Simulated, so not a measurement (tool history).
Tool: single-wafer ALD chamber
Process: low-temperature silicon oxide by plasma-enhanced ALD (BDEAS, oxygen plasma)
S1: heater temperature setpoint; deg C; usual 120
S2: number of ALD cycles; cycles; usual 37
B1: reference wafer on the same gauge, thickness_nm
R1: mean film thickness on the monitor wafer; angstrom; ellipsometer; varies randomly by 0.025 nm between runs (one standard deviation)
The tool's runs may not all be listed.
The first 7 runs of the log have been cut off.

run   hour   S1  S2     B1     R1
  8  215.3  120  37  4.997  49.42
  9  230.8  116  37  4.994   49.2
 10  254.2  116  37  4.988  49.17
 11    284  113  41  4.992  54.94
 12  362.7  113  41  4.984  55.02
 13  392.2  120  37   4.99  49.27
 14  412.6  120  37  4.986  48.98
 15    427  120  37  4.988  49.02
 16  444.6  120  37  4.985  49.21
 17  528.9  120  37   4.99  48.77
 18  551.9  125  39  4.988  51.38
       569  -- gauge calibrated
 19    570  127  44  4.989   57.7
 20  604.7  120  37  4.998  49.04
 21  626.3  120  42  4.997  55.73
 22  643.6  109  31  4.986  41.74
 23  668.9  120  37  4.985  49.28
 24  703.6  120  31  4.994  41.19
     741.3  -- thermocouple changed; heater temperature recalibrated
 25  741.8  120  37  4.994  49.32
 26  761.4  120  37  4.995  48.81
 27  793.5  120  37  4.982  49.21
 28  820.3  120  42  4.979   55.6
 29  853.9  124  40  4.999  52.83

Run 30 is up next; what results do you expect?
 30  882.4  120  39   ?   ?

{"run 30": {"B1": 4.993, "R1": 52.14}}
Minus the tool's unlogged condition, the same run would have read R1 52.14 angstrom.
